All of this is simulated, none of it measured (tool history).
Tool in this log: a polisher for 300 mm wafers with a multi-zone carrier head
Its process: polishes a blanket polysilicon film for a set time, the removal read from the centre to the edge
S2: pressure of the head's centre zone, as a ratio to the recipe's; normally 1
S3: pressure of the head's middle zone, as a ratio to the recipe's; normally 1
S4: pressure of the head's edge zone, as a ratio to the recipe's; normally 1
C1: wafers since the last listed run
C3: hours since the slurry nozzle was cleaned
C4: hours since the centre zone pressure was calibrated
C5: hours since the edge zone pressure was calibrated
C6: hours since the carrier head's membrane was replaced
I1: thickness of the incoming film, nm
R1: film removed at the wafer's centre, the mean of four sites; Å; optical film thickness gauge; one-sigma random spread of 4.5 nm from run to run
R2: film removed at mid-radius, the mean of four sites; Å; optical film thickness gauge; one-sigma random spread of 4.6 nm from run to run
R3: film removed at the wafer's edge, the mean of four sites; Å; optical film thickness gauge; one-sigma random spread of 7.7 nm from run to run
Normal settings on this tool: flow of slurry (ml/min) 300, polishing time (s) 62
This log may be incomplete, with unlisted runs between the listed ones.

{"run": 1, "day": 0.0, "flow of slurry (ml/min)": 300, "S2": 1, "S3": 0.91, "S4": 1.06, "polishing time (s)": 62, "C1": 0, "wafers polished on this pad": 1101, "C3": 136.7, "C4": 280.2, "C5": 1142.1, "C6": 617.5, "I1": 2255.3, "R1": 6762, "R2": 6099, "R3": 6830}
{"run": 2, "day": 1.35, "flow of slurry (ml/min)": 300, "S2": 1, "S3": 0.91, "S4": 1.06, "polishing time (s)": 62, "C1": 401, "wafers polished on this pad": 1503, "C3": 169.1, "C4": 312.6, "C5": 1174.5, "C6": 649.9, "I1": 2283.7, "R1": 6777, "R2": 6090, "R3": 6765}
{"day": 3.529, "done": "slurry nozzle cleaned"}
{"day": 3.542, "done": "worn pad replaced by a new one"}
{"run": 3, "day": 3.662, "flow of slurry (ml/min)": 300, "S2": 1, "S3": 1, "S4": 1, "polishing time (s)": 62, "C1": 671, "wafers polished on this pad": 35, "C3": 3.2, "C4": 368.1, "C5": 1230, "C6": 705.4, "I1": 2285.7, "R1": 6832, "R2": 6669, "R3": 6614}
{"run": 4, "day": 6.554, "flow of slurry (ml/min)": 380, "S2": 1, "S3": 1, "S4": 1, "polishing time (s)": 62, "C1": 860, "wafers polished on this pad": 896, "C3": 72.6, "C4": 437.5, "C5": 1299.4, "C6": 774.8, "I1": 2278.5, "R1": 6962, "R2": 6823, "R3": 6753}
{"run": 5, "day": 8.788, "flow of slurry (ml/min)": 300, "S2": 1, "S3": 1, "S4": 1, "polishing time (s)": 62, "C1": 664, "wafers polished on this pad": 1560, "C3": 126.2, "C4": 491.1, "C5": 1353, "C6": 828.4, "I1": 2287.3, "R1": 6861, "R2": 6700, "R3": 6626}
{"day": 10.975, "done": "worn pad replaced by a new one"}
{"day": 11.521, "done": "slurry nozzle cleaned"}
{"run": 6, "day": 11.542, "flow of slurry (ml/min)": 300, "S2": 1, "S3": 1, "S4": 1, "polishing time (s)": 62, "C1": 757, "wafers polished on this pad": 156, "C3": 0.5, "C4": 557.2, "C5": 1419.1, "C6": 894.5, "I1": 2296.1, "R1": 6747, "R2": 6634, "R3": 6661}
{"day": 11.629, "done": "edge zone pressure recalibrated"}
{"run": 7, "day": 13.925, "flow of slurry (ml/min)": 300, "S2": 1, "S3": 0.95, "S4": 1, "polishing time (s)": 62, "C1": 684, "wafers polished on this pad": 840, "C3": 57.7, "C4": 614.4, "C5": 55.1, "C6": 951.7, "I1": 2270.1, "R1": 6732, "R2": 6302, "R3": 6676}
{"day": 19.321, "done": "worn pad replaced by a new one"}
{"day": 20.162, "done": "slurry nozzle cleaned"}
{"run": 8, "day": 21.104, "flow of slurry (ml/min)": 300, "S2": 1, "S3": 0.95, "S4": 1, "polishing time (s)": 62, "C1": 2073, "wafers polished on this pad": 518, "C3": 22.6, "C4": 786.7, "C5": 227.4, "C6": 1124, "I1": 2279.2, "R1": 6796, "R2": 6401, "R3": 6602}
{"day": 21.958, "done": "carrier head's membrane replaced by a new one"}
{"day": 23.233, "done": "centre zone pressure recalibrated"}
{"run": 9, "day": 23.783, "flow of slurry (ml/min)": 260, "S2": 0.93, "S3": 1, "S4": 1, "polishing time (s)": 74, "C1": 710, "wafers polished on this pad": 1228, "C3": 86.9, "C4": 13.2, "C5": 291.7, "C6": 43.8, "I1": 2285.6, "R1": 7418, "R2": 7829, "R3": 7642}
{"run": 10, "day": 25.879, "flow of slurry (ml/min)": 380, "S2": 1, "S3": 1, "S4": 1, "polishing time (s)": 62, "C1": 623, "wafers polished on this pad": 1852, "C3": 137.2, "C4": 63.5, "C5": 342, "C6": 94.1, "I1": 2289.7, "R1": 6983, "R2": 6815, "R3": 6702}
{"day": 26.254, "done": "worn pad replaced by a new one"}
{"run": 11, "day": 27.221, "flow of slurry (ml/min)": 260, "S2": 0.93, "S3": 1, "S4": 1, "polishing time (s)": 74, "C1": 349, "wafers polished on this pad": 288, "C3": 169.4, "C4": 95.7, "C5": 374.2, "C6": 126.3, "I1": 2258.9, "R1": 7472, "R2": 7823, "R3": 7723}
{"run": 12, "day": 28.458, "flow of slurry (ml/min)": 300, "S2": 1, "S3": 0.94, "S4": 1.03, "polishing time (s)": 62, "C1": 368, "wafers polished on this pad": 656, "C3": 199.1, "C4": 125.4, "C5": 403.9, "C6": 156, "I1": 2261.5, "R1": 6811, "R2": 6257, "R3": 6664}
{"day": 30.108, "done": "slurry nozzle cleaned"}
{"run": 13, "day": 30.596, "flow of slurry (ml/min)": 300, "S2": 0.91, "S3": 1, "S4": 1.11, "polishing time (s)": 62, "C1": 623, "wafers polished on this pad": 1279, "C3": 11.7, "C4": 176.7, "C5": 455.2, "C6": 207.3, "I1": 2274, "R1": 6159, "R2": 6743, "R3": 6859}
{"run": 14, "day": 33.212, "flow of slurry (ml/min)": 390, "S2": 1.09, "S3": 1, "S4": 0.94, "polishing time (s)": 62, "C1": 778, "wafers polished on this pad": 2058, "C3": 74.5, "C4": 239.5, "C5": 518, "C6": 270.1, "I1": 2299.3, "R1": 7663, "R2": 6790, "R3": 6413}
{"day": 33.962, "done": "worn pad replaced by a new one"}
{"run": 15, "day": 34.95, "flow of slurry (ml/min)": 300, "S2": 1, "S3": 1, "S4": 1, "polishing time (s)": 62, "C1": 467, "wafers polished on this pad": 293, "C3": 116.2, "C4": 281.2, "C5": 559.7, "C6": 311.8, "I1": 2289.1, "R1": 6798, "R2": 6608, "R3": 6658}
{"run": 16, "day": 37.225, "flow of slurry (ml/min)": 300, "S2": 1, "S3": 0.93, "S4": 0.88, "polishing time (s)": 62, "C1": 676, "wafers polished on this pad": 970, "C3": 170.8, "C4": 335.8, "C5": 614.3, "C6": 366.4, "I1": 2223.9, "R1": 6683, "R2": 6246, "R3": 6168}

Each row is a separate what-if for the run after 16, all from the same tool condition, not one after another. Results?
{"run": "A", "day": 37.242, "flow of slurry (ml/min)": 300, "S2": 1, "S3": 1, "S4": 1, "polishing time (s)": 62, "C1": 4, "wafers polished on this pad": 975, "C3": 171.2, "C4": 336.2, "C5": 614.7, "C6": 366.8, "I1": 2271.6, "R1": "?", "R2": "?", "R3": "?"}
{"run": "B", "day": 37.242, "flow of slurry (ml/min)": 390, "S2": 0.94, "S3": 0.95, "S4": 0.9, "polishing time (s)": 62, "C1": 4, "wafers polished on this pad": 975, "C3": 171.2, "C4": 336.2, "C5": 614.7, "C6": 366.8, "I1": 2271.6, "R1": "?", "R2": "?", "R3": "?"}
{"run": "C", "day": 37.242, "flow of slurry (ml/min)": 300, "S2": 1, "S3": 1, "S4": 0.95, "polishing time (s)": 46, "C1": 4, "wafers polished on this pad": 975, "C3": 171.2, "C4": 336.2, "C5": 614.7, "C6": 366.8, "I1": 2271.6, "R1": "?", "R2": "?", "R3": "?"}
{"run": "D", "day": 37.242, "flow of slurry (ml/min)": 325, "S2": 0.91, "S3": 0.96, "S4": 1, "polishing time (s)": 62, "C1": 4, "wafers polished on this pad": 975, "C3": 171.2, "C4": 336.2, "C5": 614.7, "C6": 366.8, "I1": 2271.6, "R1": "?", "R2": "?", "R3": "?"}

run=A R1=6763 R2=6673 R3=6737
run=B R1=6524 R2=6550 R3=6536
run=C R1=5018 R2=4951 R3=4877
run=D R1=6204 R2=6503 R3=6782
The same runs, with their run-to-run variation unchanged, on a tool lacking any hidden condition would have given:
run=A R1=6763 R2=6673 R3=6737
run=B R1=6524 R2=6550 R3=6536
run=C R1=5018 R2=4951 R3=4877
run=D R1=6204 R2=6503 R3=6782
